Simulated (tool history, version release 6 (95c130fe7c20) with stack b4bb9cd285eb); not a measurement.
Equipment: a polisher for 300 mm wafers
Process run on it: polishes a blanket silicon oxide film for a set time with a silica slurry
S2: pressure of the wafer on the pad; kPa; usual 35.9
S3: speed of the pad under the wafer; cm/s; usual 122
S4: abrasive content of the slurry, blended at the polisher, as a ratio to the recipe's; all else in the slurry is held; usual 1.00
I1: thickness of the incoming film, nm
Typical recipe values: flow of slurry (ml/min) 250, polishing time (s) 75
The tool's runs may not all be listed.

Run 1, day 0.000: usual settings; I1 1326.7. Result: film removed (nm) 343.2.
Run 2, day 1.888: usual settings; I1 1312.1. Result: film removed (nm) 344.0.
At day 4.804: head pressure recalibrated.
Run 3, day 4.875: usual settings but S3 106 cm/s, S4 0.75; I1 1327.5. Result: film removed (nm) 244.4.
At day 6.200: slurry blender recalibrated.
At day 7.154: conditioning disc replaced and pad reconditioned.
At day 7.712: slurry nozzle cleaned.
Run 4, day 7.804: usual settings; I1 1327.0. Result: film removed (nm) 354.5.
Run 5, day 8.858: usual settings but S2 42.7 kPa, S3 96 cm/s; I1 1331.7. Result: film removed (nm) 340.2.
Run 6, day 11.171: usual settings but S2 24.8 kPa, S4 1.25; I1 1337.4. Result: film removed (nm) 299.0.
Run 7, day 12.517: usual settings but flow of slurry (ml/min) 275, S2 42.1 kPa, S4 1.10, polishing time (s) 53; I1 1317.2. Result: film removed (nm) 298.9.
At day 14.604: worn pad replaced by a new one.
Run 8, day 15.250: usual settings but S3 100 cm/s, polishing time (s) 99; I1 1332.8. Result: film removed (nm) 397.0.
Run 9, day 16.933: usual settings but flow of slurry (ml/min) 325, S3 92 cm/s, polishing time (s) 52; I1 1301.6. Result: film removed (nm) 197.4.
Run 10, day 18.067: usual settings but flow of slurry (ml/min) 185, S3 88 cm/s; I1 1326.5. Result: film removed (nm) 260.1.
At day 20.679: head pressure recalibrated.
Run 11, day 20.700: usual settings; I1 1324.3. Result: film removed (nm) 340.8.
Run 12, day 21.871: usual settings but flow of slurry (ml/min) 290, polishing time (s) 57; I1 1297.0. Result: film removed (nm) 261.6.
Run 13, day 23.162: usual settings but S2 27.6 kPa; I1 1317.3. Result: film removed (nm) 282.3.
Run 14, day 24.179: usual settings; I1 1325.2. Result: film removed (nm) 343.2.
At day 24.979: slurry blender recalibrated.
Run 15, day 26.008: usual settings; I1 1304.4. Result: film removed (nm) 339.5.
Run 16, day 27.233: usual settings but flow of slurry (ml/min) 300, S2 43.4 kPa; I1 1333.3. Result: film removed (nm) 403.8.
At day 28.696: slurry nozzle cleaned.
Run 17, day 29.379: usual settings; I1 1309.5. Result: film removed (nm) 342.9.
Run 18, day 31.054: usual settings; I1 1324.5. Result: film removed (nm) 342.6.
At day 32.175: conditioning disc replaced and pad reconditioned.
At day 33.408: worn pad replaced by a new one.
Run 19, day 33.971: usual settings but S3 136 cm/s; I1 1322.8. Result: film removed (nm) 384.2.
Run 20, day 35.338: usual settings but S2 45.5 kPa, S3 144 cm/s, S4 0.75; I1 1295.8. Result: film removed (nm) 387.0.
Run 21, day 36.812: usual settings but flow of slurry (ml/min) 205, polishing time (s) 99; I1 1316.3. Result: film removed (nm) 449.0.
At day 40.433: head pressure recalibrated.
Run 22, day 40.542: usual settings; I1 1317.6. Result: film removed (nm) 346.7.
At day 40.975: slurry blender recalibrated.
Run 23, day 43.179: usual settings but S2 24.1 kPa, S3 88 cm/s; I1 1318.9. Result: film removed (nm) 200.8.
Run 24, day 44.462: usual settings; I1 1301.5. Result: film removed (nm) 342.5.
Run 25, day 47.033: usual settings but S4 1.20, polishing time (s) 83; I1 1306.6. Result: film removed (nm) 423.3.

How would selected steps in film removed (nm) from run to run divide? Give the signed amount a tool lacking its hidden state would still show from settings, what came in and random variation, and the signed amount left for the hidden state, including any gauge scatter that is not in both of the compared results.
Unlogged tool condition in this case: removal rate lost through wear of the pad, %; slurry flow missing at the pad, %; deviation of the head's pressure from its setpoint, %; abrasive missing from the slurry, %; time polished since the conditioner stopped cutting, s.
Run 8 -> 9: flow of slurry (ml/min) 250 -> 325, S3 100 -> 92, polishing time (s) 99 -> 52. film removed (nm) -199.6: hidden state +6.4, all else -206.0.
Run 18 -> 19: S3 122 -> 136, conditioning disc replaced and pad reconditioned, worn pad replaced by a new one. film removed (nm) +41.6: hidden state +13.7, all else +27.9.
Run 22 -> 23: S2 35.9 -> 24.1, S3 122 -> 88, slurry blender recalibrated. film removed (nm) -145.9: hidden state +7.7, all else -153.6.
Run 23 -> 24: S2 24.1 -> 35.9, S3 88 -> 122. film removed (nm) +141.7: hidden state -10.0, all else +151.7.
